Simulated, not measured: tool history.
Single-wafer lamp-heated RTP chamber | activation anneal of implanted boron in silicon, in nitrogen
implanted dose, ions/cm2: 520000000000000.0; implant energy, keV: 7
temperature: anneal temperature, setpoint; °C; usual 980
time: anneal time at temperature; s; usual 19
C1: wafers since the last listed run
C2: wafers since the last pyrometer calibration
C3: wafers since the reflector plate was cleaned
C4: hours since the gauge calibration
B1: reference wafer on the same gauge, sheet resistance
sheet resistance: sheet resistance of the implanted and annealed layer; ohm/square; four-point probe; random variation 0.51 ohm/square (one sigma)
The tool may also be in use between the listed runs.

run 1 day=0.000 | temperature=998 time=19 | C1=0 C2=1140 C3=5886 C4=271.7 | B1=212.15 | sheet_resistance=244.27
-- day=0.496 reflector plate cleaned
run 2 day=2.692 | temperature=998 time=19 | C1=992 C2=2132 C3=924 C4=336.3 | B1=211.98 | sheet_resistance=245.32
run 3 day=6.075 | temperature=998 time=19 | C1=1423 C2=3556 C3=2347 C4=417.5 | B1=212.05 | sheet_resistance=245.64
run 4 day=8.521 | temperature=964 time=19 | C1=1028 C2=4584 C3=3376 C4=476.2 | B1=212.00 | sheet_resistance=267.37
run 5 day=10.608 | temperature=964 time=19 | C1=878 C2=5463 C3=4254 C4=526.3 | B1=212.00 | sheet_resistance=266.22
run 6 day=13.508 | temperature=964 time=19 | C1=1220 C2=6683 C3=5474 C4=595.9 | B1=212.00 | sheet_resistance=263.38
-- day=14.646 reflector plate cleaned
-- day=16.233 pyrometer window cleaned and pyrometer calibrated
run 7 day=16.254 | temperature=980 time=19 | C1=874 C2=8 C3=535 C4=661.8 | B1=212.00 | sheet_resistance=254.01
run 8 day=17.983 | temperature=980 time=25 | C1=727 C2=736 C3=1263 C4=703.3 | B1=212.07 | sheet_resistance=252.42
-- day=18.996 gauge calibrated
run 9 day=20.875 | temperature=960 time=30 | C1=1216 C2=1952 C3=2479 C4=45.1 | B1=212.01 | sheet_resistance=268.61
run 10 day=22.204 | temperature=997 time=24 | C1=559 C2=2511 C3=3039 C4=77.0 | B1=212.06 | sheet_resistance=244.39
run 11 day=24.996 | temperature=980 time=19 | C1=1174 C2=3686 C3=4213 C4=144.0 | B1=212.02 | sheet_resistance=251.91
run 12 day=26.983 | temperature=980 time=19 | C1=836 C2=4522 C3=5049 C4=191.7 | B1=212.02 | sheet_resistance=250.23
-- day=28.625 reflector plate cleaned
run 13 day=29.179 | temperature=957 time=26 | C1=783 C2=5306 C3=233 C4=244.4 | B1=212.03 | sheet_resistance=279.33
run 14 day=30.996 | temperature=993 time=27 | C1=764 C2=6070 C3=997 C4=288.0 | B1=211.95 | sheet_resistance=245.81
run 15 day=32.138 | temperature=954 time=19 | C1=480 C2=6550 C3=1477 C4=315.4 | B1=211.99 | sheet_resistance=289.55
run 16 day=35.075 | temperature=1006 time=12 | C1=1235 C2=7786 C3=2713 C4=385.9 | B1=212.02 | sheet_resistance=243.23

The same runs without the tool's hidden state, with the same run-to-run variation:
The hidden state here: true wafer temperature minus pyrometer reading, K; wafer temperature error from the tarnished reflector plate, K; gauge reads high (%).
run=1 sheet_resistance=246.24
run=2 sheet_resistance=245.60
run=3 sheet_resistance=246.20
run=4 sheet_resistance=271.81
run=5 sheet_resistance=272.48
run=6 sheet_resistance=272.59
run=7 sheet_resistance=254.95
run=8 sheet_resistance=253.48
run=9 sheet_resistance=272.59
run=10 sheet_resistance=245.36
run=11 sheet_resistance=255.30
run=12 sheet_resistance=254.53
run=13 sheet_resistance=279.51
run=14 sheet_resistance=245.91
run=15 sheet_resistance=290.77
run=16 sheet_resistance=243.56
